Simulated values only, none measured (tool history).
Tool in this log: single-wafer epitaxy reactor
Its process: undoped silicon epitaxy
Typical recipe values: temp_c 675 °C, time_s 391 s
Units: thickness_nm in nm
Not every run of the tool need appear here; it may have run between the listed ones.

run    hour  temp_c  time_s  wafers since the last listed run  hours since the last pyrometer calibration  hours since the gauge calibration  read-back reference wafer on the same gauge, thickness_nm  thickness_nm
  1     0.0     675     391                                 0                                       895.9                             1095.5                                                    111.489        92.952
  2    43.8     675     391                               247                                       939.7                             1139.3                                                    111.619        93.329
  3    93.5     675     391                               281                                       989.4                             1189.0                                                    111.590        93.223
  4   152.0     675     391                               331                                      1047.9                             1247.5                                                    111.689        92.845
  5   186.0     675     391                               192                                      1081.9                             1281.5                                                    111.633        92.874
  6   245.3     675     391                               335                                      1141.2                             1340.8                                                    111.584        93.034
  7   299.1     675     391                               304                                      1195.0                             1394.6                                                    111.681        93.169
  8   361.3     675     330                               352                                      1257.2                             1456.8                                                    111.575        78.504
  9   430.1     675     330                               389                                      1326.0                             1525.6                                                    111.600        78.187
 10   474.4     663     391                               250                                      1370.3                             1569.9                                                    111.585        70.213
 11   544.4     675     391                               396                                      1440.3                             1639.9                                                    111.558        92.726
 12   604.5     675     391                               340                                      1500.4                             1700.0                                                    111.538        92.859
 13   672.4     683     391                               384                                      1568.3                             1767.9                                                    111.642       110.788
 14   730.7     675     391                               330                                      1626.6                             1826.2                                                    111.575        92.639
 15   797.9     675     342                               380                                      1693.8                             1893.4                                                    111.540        80.810
 16   855.6     671     391                               326                                      1751.5                             1951.1                                                    111.503        84.442
 17   882.0     675     391                               149                                      1777.9                             1977.5                                                    111.590        92.708
 18   908.8     675     391                               151                                      1804.7                             2004.3                                                    111.570        92.583
 19   941.1     675     391                               182                                      1837.0                             2036.6                                                    111.681        92.841
 20  1011.8     675     391                               400                                      1907.7                             2107.3                                                    111.661        92.279
 21  1047.9     675     437                               204                                      1943.8                             2143.4                                                    111.667       103.607
 22  1082.4     675     437                               195                                      1978.3                             2177.9                                                    111.620       103.057
 23  1113.8     680     348                               177                                      2009.7                             2209.3                                                    111.621        92.036
 24  1158.6     660     339                               253                                      2054.5                             2254.1                                                    111.634        56.713
 25  1213.0     675     346                               308                                      2108.9                             2308.5                                                    111.639        81.637
     1234.3  -- gauge calibrated
 26  1284.3     683     343                               403                                      2180.2                               50.0                                                    111.607        97.346
 27  1352.4     675     326                               385                                      2248.3                              118.1                                                    111.604        76.832
 28  1400.8     675     327                               274                                      2296.7                              166.5                                                    111.618        77.041
     1425.2  -- pyrometer calibrated
 29  1462.1     681     421                               301                                        36.9                              227.8                                                    111.613       115.129
 30  1489.8     665     367                               156                                        64.6                              255.5                                                    111.514        69.760
 31  1518.4     675     391                               161                                        93.2                              284.1                                                    111.525        93.762
 32  1583.3     675     451                               367                                       158.1                              349.0                                                    111.652       107.848
 33  1638.4     675     457                               311                                       213.2                              404.1                                                    111.517       109.342
 34  1678.5     675     391                               227                                       253.3                              444.2                                                    111.592        93.396
 35  1747.0     686     351                               387                                       321.8                              512.7                                                    111.600       107.196
 36  1813.9     669     360                               378                                       388.7                              579.6                                                    111.643        74.698
 37  1874.3     675     440                               341                                       449.1                              640.0                                                    111.483       104.857
 38  2022.0     670     447                               836                                       596.8                              787.7                                                    111.562        95.231
 39  2079.9     675     333                               327                                       654.7                              845.6                                                    111.579        79.410
 40  2126.4     675     351                               263                                       701.2                              892.1                                                    111.579        83.661
 41  2189.2     669     360                               355                                       764.0                              954.9                                                    111.583        74.718
 42  2238.9     675     391                               281                                       813.7                             1004.6                                                    111.598        93.156
 43  2309.9     680     422                               401                                       884.7                             1075.6                                                    111.531       112.366
 44  2349.8     675     342                               225                                       924.6                             1115.5                                                    111.612        81.333
 45  2500.3     684     468                               852                                      1075.1                             1266.0                                                    111.550       136.373

What differs in the tool's unlogged condition from the final listed run ahead of each entry between runs to the first listed run following it?
From run 25 to run 26: gauge calibrated (hour 1234.3)
  wafer temperature above the value expected at the setpoint (K): -0.635 -> -0.659
  measured minus no-state result, thickness_nm: -1.187 -> -1.442 nm
From run 28 to run 29: pyrometer calibrated (hour 1425.2)
  wafer temperature above the value expected at the setpoint (K): -0.698 -> -0.0102
  measured minus no-state result, thickness_nm: -1.232 -> -0.026 nm
